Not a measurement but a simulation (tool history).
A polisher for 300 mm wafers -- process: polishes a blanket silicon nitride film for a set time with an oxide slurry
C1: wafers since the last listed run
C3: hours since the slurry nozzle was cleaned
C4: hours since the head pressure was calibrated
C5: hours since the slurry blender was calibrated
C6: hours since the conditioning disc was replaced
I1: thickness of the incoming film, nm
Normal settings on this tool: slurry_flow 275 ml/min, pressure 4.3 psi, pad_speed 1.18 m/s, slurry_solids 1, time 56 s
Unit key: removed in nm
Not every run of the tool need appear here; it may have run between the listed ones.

run 1 hour=0 | slurry_flow=275 pressure=4.3 pad_speed=0.98 slurry_solids=1 time=56 | C1=0 wafers_polished_on_this_pad=1189 C3=4.3 C4=810.1 C5=349.8 C6=147.8 | I1=567.8 | removed=36.8
-- hour=50 head pressure recalibrated
run 2 hour=71.8 | slurry_flow=275 pressure=4.3 pad_speed=0.98 slurry_solids=1 time=56 | C1=602 wafers_polished_on_this_pad=1791 C3=76.1 C4=21.8 C5=421.6 C6=219.6 | I1=561.2 | removed=35.7
-- hour=87 slurry blender recalibrated
-- hour=343.8 worn pad replaced by a new one
-- hour=350 conditioning disc replaced and pad reconditioned
run 3 hour=388.7 | slurry_flow=300 pressure=4.3 pad_speed=1.18 slurry_solids=1 time=56 | C1=2664 wafers_polished_on_this_pad=370 C3=393 C4=338.7 C5=301.7 C6=38.7 | I1=560.8 | removed=44.3
run 4 hour=466.7 | slurry_flow=300 pressure=4.3 pad_speed=1.18 slurry_solids=1 time=56 | C1=672 wafers_polished_on_this_pad=1043 C3=471 C4=416.7 C5=379.7 C6=116.7 | I1=559.9 | removed=43.5
-- hour=538 slurry nozzle cleaned
-- hour=548.3 slurry blender recalibrated
run 5 hour=573.2 | slurry_flow=275 pressure=4.3 pad_speed=1.48 slurry_solids=1 time=56 | C1=892 wafers_polished_on_this_pad=1936 C3=35.2 C4=523.2 C5=24.9 C6=223.2 | I1=568 | removed=48.1
run 6 hour=716.1 | slurry_flow=275 pressure=4.3 pad_speed=1.48 slurry_solids=1 time=56 | C1=1232 wafers_polished_on_this_pad=3168 C3=178.1 C4=666.1 C5=167.8 C6=366.1 | I1=563 | removed=47.2
-- hour=753.9 conditioning disc replaced and pad reconditioned
-- hour=761.9 worn pad replaced by a new one
run 7 hour=812.8 | slurry_flow=340 pressure=4.3 pad_speed=1.18 slurry_solids=0.8 time=56 | C1=782 wafers_polished_on_this_pad=438 C3=274.8 C4=762.8 C5=264.5 C6=58.9 | I1=555.2 | removed=36.7
run 8 hour=912.3 | slurry_flow=275 pressure=3.2 pad_speed=1.18 slurry_solids=0.9 time=56 | C1=858 wafers_polished_on_this_pad=1297 C3=374.3 C4=862.3 C5=364 C6=158.4 | I1=560.1 | removed=32.4
-- hour=931.1 head pressure recalibrated
run 9 hour=983.3 | slurry_flow=275 pressure=3.2 pad_speed=1.18 slurry_solids=0.9 time=56 | C1=595 wafers_polished_on_this_pad=1892 C3=445.3 C4=52.2 C5=435 C6=229.4 | I1=553 | removed=31.8
-- hour=997.9 slurry blender recalibrated
run 10 hour=1027.5 | slurry_flow=275 pressure=3.2 pad_speed=1.18 slurry_solids=0.9 time=56 | C1=364 wafers_polished_on_this_pad=2256 C3=489.5 C4=96.4 C5=29.6 C6=273.6 | I1=566.4 | removed=31.9
-- hour=1091.5 slurry nozzle cleaned
run 11 hour=1127.1 | slurry_flow=275 pressure=4.3 pad_speed=1.18 slurry_solids=1 time=56 | C1=850 wafers_polished_on_this_pad=3107 C3=35.6 C4=196 C5=129.2 C6=373.2 | I1=561.1 | removed=38.6
-- hour=1192.1 worn pad replaced by a new one
-- hour=1192.9 conditioning disc replaced and pad reconditioned
run 12 hour=1205.6 | slurry_flow=240 pressure=4.3 pad_speed=1.18 slurry_solids=0.8 time=56 | C1=635 wafers_polished_on_this_pad=109 C3=114.1 C4=274.5 C5=207.7 C6=12.7 | I1=557.4 | removed=37
run 13 hour=1295.4 | slurry_flow=275 pressure=4.3 pad_speed=1.18 slurry_solids=1 time=56 | C1=774 wafers_polished_on_this_pad=883 C3=203.9 C4=364.3 C5=297.5 C6=102.5 | I1=552 | removed=42.7
-- hour=1509.9 slurry blender recalibrated
run 14 hour=1514.2 | slurry_flow=325 pressure=5.8 pad_speed=1.32 slurry_solids=1 time=44 | C1=1870 wafers_polished_on_this_pad=2754 C3=422.7 C4=583.1 C5=4.3 C6=321.3 | I1=559.5 | removed=42.1
run 15 hour=1595.8 | slurry_flow=350 pressure=4.3 pad_speed=1.18 slurry_solids=1 time=56 | C1=703 wafers_polished_on_this_pad=3458 C3=504.3 C4=664.7 C5=85.9 C6=402.9 | I1=558.9 | removed=39
-- hour=1621.5 slurry nozzle cleaned
run 16 hour=1664.8 | slurry_flow=275 pressure=5.5 pad_speed=0.9 slurry_solids=1 time=56 | C1=586 wafers_polished_on_this_pad=4044 C3=43.3 C4=733.7 C5=154.9 C6=471.9 | I1=556.8 | removed=35.1
-- hour=1684.5 worn pad replaced by a new one
-- hour=1691.4 conditioning disc replaced and pad reconditioned
-- hour=1767.5 head pressure recalibrated
run 17 hour=1772.8 | slurry_flow=275 pressure=2.9 pad_speed=1.18 slurry_solids=0.8 time=56 | C1=862 wafers_polished_on_this_pad=727 C3=151.3 C4=5.3 C5=262.9 C6=81.4 | I1=565.4 | removed=28.6
run 18 hour=1840.8 | slurry_flow=300 pressure=4.3 pad_speed=1.18 slurry_solids=1 time=56 | C1=586 wafers_polished_on_this_pad=1314 C3=219.3 C4=73.3 C5=330.9 C6=149.4 | I1=554.5 | removed=42.6
run 19 hour=1897.2 | slurry_flow=250 pressure=3.7 pad_speed=1.18 slurry_solids=1 time=56 | C1=486 wafers_polished_on_this_pad=1800 C3=275.7 C4=129.7 C5=387.3 C6=205.8 | I1=554 | removed=36.4
-- hour=2010.7 slurry blender recalibrated
run 20 hour=2083.8 | slurry_flow=275 pressure=4.3 pad_speed=1.18 slurry_solids=1.1 time=56 | C1=1592 wafers_polished_on_this_pad=3393 C3=462.3 C4=316.3 C5=73.1 C6=392.4 | I1=549.8 | removed=40.3
-- hour=2089.8 conditioning disc replaced and pad reconditioned
-- hour=2096.3 worn pad replaced by a new one
run 21 hour=2129.3 | slurry_flow=275 pressure=4.3 pad_speed=1.18 slurry_solids=1 time=56 | C1=340 wafers_polished_on_this_pad=284 C3=507.8 C4=361.8 C5=118.6 C6=39.5 | I1=573.1 | removed=43.9
run 22 hour=2200.3 | slurry_flow=275 pressure=4.3 pad_speed=1.18 slurry_solids=1 time=56 | C1=612 wafers_polished_on_this_pad=897 C3=578.8 C4=432.8 C5=189.6 C6=110.5 | I1=557.9 | removed=43.4
run 23 hour=2271.3 | slurry_flow=230 pressure=3.6 pad_speed=1.18 slurry_solids=1.25 time=56 | C1=612 wafers_polished_on_this_pad=1509 C3=649.8 C4=503.8 C5=260.6 C6=181.5 | I1=564.2 | removed=41.9

Forecast each of these 5 alternatives for the next run:
run A hour=2271.7 | slurry_flow=275 pressure=4.3 pad_speed=1.18 slurry_solids=1 time=56 | C1=3 wafers_polished_on_this_pad=1513 C3=650.2 C4=504.2 C5=261 C6=181.9 | I1=566.4 | removed=?
run B hour=2271.7 | slurry_flow=275 pressure=4.3 pad_speed=0.84 slurry_solids=1 time=56 | C1=3 wafers_polished_on_this_pad=1513 C3=650.2 C4=504.2 C5=261 C6=181.9 | I1=566.4 | removed=?
run C hour=2271.7 | slurry_flow=200 pressure=3.8 pad_speed=1.18 slurry_solids=0.75 time=71 | C1=3 wafers_polished_on_this_pad=1513 C3=650.2 C4=504.2 C5=261 C6=181.9 | I1=566.4 | removed=?
run D hour=2271.7 | slurry_flow=275 pressure=4.3 pad_speed=1.52 slurry_solids=1 time=64 | C1=3 wafers_polished_on_this_pad=1513 C3=650.2 C4=504.2 C5=261 C6=181.9 | I1=566.4 | removed=?
run E hour=2271.7 | slurry_flow=310 pressure=4.3 pad_speed=1.18 slurry_solids=1 time=56 | C1=3 wafers_polished_on_this_pad=1513 C3=650.2 C4=504.2 C5=261 C6=181.9 | I1=566.4 | removed=?

run=A removed=41.7
run=B removed=31.7
run=C removed=38.2
run=D removed=58.3
run=E removed=42.1
Without the tool's hidden state the same runs would have given:
run=A removed=44.2
run=B removed=33.7
run=C removed=40.5
run=D removed=61.9
run=E removed=44.7
